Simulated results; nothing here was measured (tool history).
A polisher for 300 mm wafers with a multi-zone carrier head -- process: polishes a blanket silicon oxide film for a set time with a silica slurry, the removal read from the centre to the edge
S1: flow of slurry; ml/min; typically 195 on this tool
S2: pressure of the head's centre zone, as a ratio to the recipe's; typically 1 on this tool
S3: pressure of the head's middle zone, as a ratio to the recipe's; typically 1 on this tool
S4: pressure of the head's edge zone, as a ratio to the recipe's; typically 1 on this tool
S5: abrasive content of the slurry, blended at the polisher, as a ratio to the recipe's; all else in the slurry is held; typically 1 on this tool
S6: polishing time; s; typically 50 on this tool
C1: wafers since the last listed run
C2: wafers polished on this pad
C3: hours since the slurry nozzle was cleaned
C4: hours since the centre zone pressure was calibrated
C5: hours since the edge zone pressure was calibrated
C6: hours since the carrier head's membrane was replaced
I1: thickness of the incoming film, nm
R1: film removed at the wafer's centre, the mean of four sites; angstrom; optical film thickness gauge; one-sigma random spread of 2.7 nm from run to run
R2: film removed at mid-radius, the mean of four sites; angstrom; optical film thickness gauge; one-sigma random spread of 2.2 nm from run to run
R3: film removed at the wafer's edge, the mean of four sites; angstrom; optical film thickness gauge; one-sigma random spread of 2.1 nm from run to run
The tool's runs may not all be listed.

Run 1, hour 0: usual settings but S1 215 ml/min, S3 0.96, S5 0.9, S6 36 s; C1 0; C2 1957; C3 535.8; C4 489.6; C5 1109.3; C6 753.3; I1 1830.3. Result: R1 1720 angstrom, R2 1571 angstrom, R3 1712 angstrom.
At hour 14.9: carrier head's membrane replaced by a new one.
At hour 63.7: edge zone pressure recalibrated.
Run 2, hour 84.8: usual settings; C1 703; C2 2661; C3 620.6; C4 574.4; C5 21.1; C6 69.9; I1 1845.7. Result: R1 2426 angstrom, R2 2304 angstrom, R3 2430 angstrom.
At hour 133.4: slurry nozzle cleaned.
At hour 231: centre zone pressure recalibrated.
Run 3, hour 383.1: usual settings; C1 2672; C2 5333; C3 249.7; C4 152.1; C5 319.4; C6 368.2; I1 1841.9. Result: R1 2418 angstrom, R2 2335 angstrom, R3 2485 angstrom.
Run 4, hour 420.7: usual settings; C1 340; C2 5673; C3 287.3; C4 189.7; C5 357; C6 405.8; I1 1872.4. Result: R1 2401 angstrom, R2 2360 angstrom, R3 2491 angstrom.
Run 5, hour 485.7: usual settings but S1 140 ml/min; C1 588; C2 6261; C3 352.3; C4 254.7; C5 422; C6 470.8; I1 1857.7. Result: R1 2287 angstrom, R2 2189 angstrom, R3 2336 angstrom.
At hour 531.5: worn pad replaced by a new one.
Run 6, hour 547.3: usual settings but S4 1.05, S5 1.1; C1 521; C2 142; C3 413.9; C4 316.3; C5 483.6; C6 532.4; I1 1820.9. Result: R1 2521 angstrom, R2 2414 angstrom, R3 2587 angstrom.
Run 7, hour 606.9: usual settings; C1 539; C2 682; C3 473.5; C4 375.9; C5 543.2; C6 592; I1 1862. Result: R1 2428 angstrom, R2 2340 angstrom, R3 2438 angstrom.
At hour 673.1: carrier head's membrane replaced by a new one.
Run 8, hour 692.4: usual settings; C1 728; C2 1410; C3 559; C4 461.4; C5 628.7; C6 19.3; I1 1845.5. Result: R1 2431 angstrom, R2 2289 angstrom, R3 2372 angstrom.
Run 9, hour 784.6: usual settings but S1 140 ml/min, S4 0.91, S5 0.8, S6 59 s; C1 834; C2 2244; C3 651.2; C4 553.6; C5 720.9; C6 111.5; I1 1849.1. Result: R1 2401 angstrom, R2 2306 angstrom, R3 2378 angstrom.
Run 10, hour 822.7: usual settings but S2 0.95, S3 1.03, S4 0.96; C1 344; C2 2589; C3 689.3; C4 591.7; C5 759; C6 149.6; I1 1856.5. Result: R1 2323 angstrom, R2 2313 angstrom, R3 2356 angstrom.
At hour 827: slurry nozzle cleaned.
Run 11, hour 907.2: usual settings but S3 0.92; C1 755; C2 3345; C3 80.2; C4 676.2; C5 843.5; C6 234.1; I1 1857.5. Result: R1 2645 angstrom, R2 2264 angstrom, R3 2524 angstrom.
Run 12, hour 967.7: usual settings but S4 1.1, S5 1.15; C1 547; C2 3892; C3 140.7; C4 736.7; C5 904; C6 294.6; I1 1828.9. Result: R1 2781 angstrom, R2 2489 angstrom, R3 2703 angstrom.
At hour 984.8: centre zone pressure recalibrated.
Run 13, hour 1030.6: usual settings but S1 125 ml/min, S3 0.89; C1 551; C2 4443; C3 203.6; C4 45.8; C5 966.9; C6 357.5; I1 1855.9. Result: R1 2223 angstrom, R2 2002 angstrom, R3 2373 angstrom.
Run 14, hour 1119.6: usual settings but S4 1.04; C1 805; C2 5248; C3 292.6; C4 134.8; C5 1055.9; C6 446.5; I1 1853.8. Result: R1 2463 angstrom, R2 2389 angstrom, R3 2564 angstrom.
Run 15, hour 1165.4: usual settings but S4 0.9; C1 414; C2 5663; C3 338.4; C4 180.6; C5 1101.7; C6 492.3; I1 1852.5. Result: R1 2415 angstrom, R2 2383 angstrom, R3 2319 angstrom.
At hour 1193.5: worn pad replaced by a new one.
Run 16, hour 1249: usual settings; C1 720; C2 501; C3 422; C4 264.2; C5 1185.3; C6 575.9; I1 1860. Result: R1 2407 angstrom, R2 2348 angstrom, R3 2470 angstrom.
At hour 1323.5: edge zone pressure recalibrated.
Run 17, hour 1339.2: usual settings but S5 1.2; C1 798; C2 1300; C3 512.2; C4 354.4; C5 15.7; C6 666.1; I1 1865.2. Result: R1 2579 angstrom, R2 2485 angstrom, R3 2607 angstrom.
At hour 1433.2: carrier head's membrane replaced by a new one.
Run 18, hour 1439.7: usual settings but S3 1.09, S4 1.07, S6 33 s; C1 864; C2 2164; C3 612.7; C4 454.9; C5 116.2; C6 6.5; I1 1841.2. Result: R1 1602 angstrom, R2 1637 angstrom, R3 1665 angstrom.
Run 19, hour 1495.7: usual settings but S1 245 ml/min, S5 1.25, S6 57 s; C1 506; C2 2670; C3 668.7; C4 510.9; C5 172.2; C6 62.5; I1 1850.5. Result: R1 3087 angstrom, R2 2929 angstrom, R3 3062 angstrom.
At hour 1535.9: slurry nozzle cleaned.
Run 20, hour 1591.2: usual settings but S6 55 s; C1 855; C2 3525; C3 55.3; C4 606.4; C5 267.7; C6 158; I1 1823.9. Result: R1 2853 angstrom, R2 2689 angstrom, R3 2783 angstrom.

Alternative continuations, all from the tool just after run 20; predict every row:
Run A, hour 1591.6: usual settings; C1 3; C2 3529; C3 55.7; C4 606.8; C5 268.1; C6 158.4; I1 1855.7. Result: R1 ?, R2 ?, R3 ?.
Run B, hour 1591.6: usual settings but S3 1.08, S4 0.93, S5 1.3; C1 3; C2 3529; C3 55.7; C4 606.8; C5 268.1; C6 158.4; I1 1855.7. Result: R1 ?, R2 ?, R3 ?.
Run C, hour 1591.6: usual settings but S5 0.8; C1 3; C2 3529; C3 55.7; C4 606.8; C5 268.1; C6 158.4; I1 1855.7. Result: R1 ?, R2 ?, R3 ?.
Run D, hour 1591.6: usual settings but S4 1.07, S6 43 s; C1 3; C2 3529; C3 55.7; C4 606.8; C5 268.1; C6 158.4; I1 1855.7. Result: R1 ?, R2 ?, R3 ?.
Run E, hour 1591.6: usual settings but S1 215 ml/min, S4 0.9; C1 3; C2 3529; C3 55.7; C4 606.8; C5 268.1; C6 158.4; I1 1855.7. Result: R1 ?, R2 ?, R3 ?.

run    R1    R2    R3
  A  2614  2420  2487
  B  2875  2841  2639
  C  2398  2220  2282
  D  2248  2081  2211
  E  2654  2453  2390
The same runs, with their run-to-run variation unchanged, on a tool lacking any hidden condition would have given:
run    R1    R2    R3
  A  2495  2432  2495
  B  2744  2854  2647
  C  2289  2231  2289
  D  2146  2091  2218
  E  2532  2464  2397
